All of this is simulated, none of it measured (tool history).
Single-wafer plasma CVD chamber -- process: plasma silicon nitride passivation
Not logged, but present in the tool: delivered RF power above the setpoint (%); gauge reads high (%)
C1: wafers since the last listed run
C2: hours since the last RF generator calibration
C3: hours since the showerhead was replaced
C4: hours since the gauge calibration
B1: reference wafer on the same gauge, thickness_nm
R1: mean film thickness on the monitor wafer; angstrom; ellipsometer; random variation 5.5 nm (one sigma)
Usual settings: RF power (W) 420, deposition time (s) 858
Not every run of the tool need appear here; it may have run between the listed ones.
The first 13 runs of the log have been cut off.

Run 14, hour 1088.0: usual settings; C1 125; C2 660.2; C3 1723.7; C4 2176.6; B1 1261.749. Result: R1 10935.87 angstrom.
Run 15, hour 1163.3: usual settings; C1 108; C2 735.5; C3 1799.0; C4 2251.9; B1 1258.961. Result: R1 11047.40 angstrom.
Run 16, hour 1270.2: usual settings; C1 153; C2 842.4; C3 1905.9; C4 2358.8; B1 1258.153. Result: R1 10971.71 angstrom.
At hour 1318.3: RF generator calibrated.
Run 17, hour 1348.9: usual settings; C1 101; C2 30.6; C3 1984.6; C4 2437.5; B1 1262.819. Result: R1 11333.56 angstrom.
Run 18, hour 1432.3: usual settings but RF power (W) 360, deposition time (s) 947; C1 119; C2 114.0; C3 2068.0; C4 2520.9; B1 1260.069. Result: R1 11901.19 angstrom.
Run 19, hour 1496.3: usual settings but RF power (W) 465, deposition time (s) 813; C1 91; C2 178.0; C3 2132.0; C4 2584.9; B1 1259.621. Result: R1 10972.07 angstrom.
Run 20, hour 1587.5: usual settings; C1 131; C2 269.2; C3 2223.2; C4 2676.1; B1 1260.839. Result: R1 11178.08 angstrom.
Run 21, hour 1632.9: usual settings but RF power (W) 395, deposition time (s) 811; C1 65; C2 314.6; C3 2268.6; C4 2721.5; B1 1260.969. Result: R1 10420.23 angstrom.
Run 22, hour 1680.2: usual settings; C1 67; C2 361.9; C3 2315.9; C4 2768.8; B1 1259.462. Result: R1 11212.71 angstrom.
Run 23, hour 1775.9: usual settings but RF power (W) 365, deposition time (s) 988; C1 137; C2 457.6; C3 2411.6; C4 2864.5; B1 1260.905. Result: R1 12225.44 angstrom.
Run 24, hour 1858.9: usual settings; C1 119; C2 540.6; C3 2494.6; C4 2947.5; B1 1261.597. Result: R1 11245.90 angstrom.
At hour 1882.7: gauge calibrated.
At hour 1960.9: showerhead replaced.
Run 25, hour 1961.4: usual settings but RF power (W) 395, deposition time (s) 705; C1 135; C2 643.1; C3 0.5; C4 78.7; B1 1259.353. Result: R1 8992.24 angstrom.
Run 26, hour 2027.0: usual settings; C1 94; C2 708.7; C3 66.1; C4 144.3; B1 1258.585. Result: R1 11056.44 angstrom.
Run 27, hour 2096.0: usual settings but RF power (W) 395, deposition time (s) 713; C1 99; C2 777.7; C3 135.1; C4 213.3; B1 1259.493. Result: R1 9078.26 angstrom.
At hour 2118.2: RF generator calibrated.
Run 28, hour 2134.1: usual settings but RF power (W) 335, deposition time (s) 1010; C1 43; C2 15.9; C3 173.2; C4 251.4; B1 1259.136. Result: R1 12268.12 angstrom.
Run 29, hour 2239.1: usual settings but RF power (W) 395, deposition time (s) 705; C1 150; C2 120.9; C3 278.2; C4 356.4; B1 1260.763. Result: R1 9106.09 angstrom.
Run 30, hour 2278.9: usual settings but RF power (W) 385, deposition time (s) 1023; C1 57; C2 160.7; C3 318.0; C4 396.2; B1 1260.239. Result: R1 13132.71 angstrom.
Run 31, hour 2326.7: usual settings but RF power (W) 350, deposition time (s) 918; C1 68; C2 208.5; C3 365.8; C4 444.0; B1 1257.063. Result: R1 11423.23 angstrom.
Run 32, hour 2423.7: usual settings but RF power (W) 350, deposition time (s) 918; C1 139; C2 305.5; C3 462.8; C4 541.0; B1 1260.695. Result: R1 11400.16 angstrom.
Run 33, hour 2470.4: usual settings but RF power (W) 495, deposition time (s) 719; C1 67; C2 352.2; C3 509.5; C4 587.7; B1 1260.526. Result: R1 9891.48 angstrom.
Run 34, hour 2556.2: usual settings but RF power (W) 365; C1 123; C2 438.0; C3 595.3; C4 673.5; B1 1258.775. Result: R1 10688.74 angstrom.
Run 35, hour 2607.6: usual settings but RF power (W) 490; C1 73; C2 489.4; C3 646.7; C4 724.9; B1 1261.902. Result: R1 11780.52 angstrom.
Run 36, hour 2653.1: usual settings but RF power (W) 485, deposition time (s) 788; C1 65; C2 534.9; C3 692.2; C4 770.4; B1 1258.725. Result: R1 10647.61 angstrom.
Run 37, hour 2694.0: usual settings; C1 58; C2 575.8; C3 733.1; C4 811.3; B1 1258.598. Result: R1 11150.50 angstrom.

What if the next run were any one of these 3? Each begins from the tool's condition after run 37:
Run A, hour 2694.6: usual settings; C1 0; C2 576.4; C3 733.7; C4 811.9; B1 ?. Result: R1 ?.
Run B, hour 2694.6: usual settings but RF power (W) 475, deposition time (s) 723; C1 0; C2 576.4; C3 733.7; C4 811.9; B1 ?. Result: R1 ?.
Run C, hour 2694.6: usual settings but RF power (W) 465; C1 0; C2 576.4; C3 733.7; C4 811.9; B1 ?. Result: R1 ?.

run        B1        R1
  A  1258.333  11283.18
  B  1258.333   9872.41
  C  1258.333  11639.91
Take away the tool's hidden state, keep each run's random variation, and the runs would have read:
run        R1
  A  11431.09
  B  10001.82
  C  11792.49
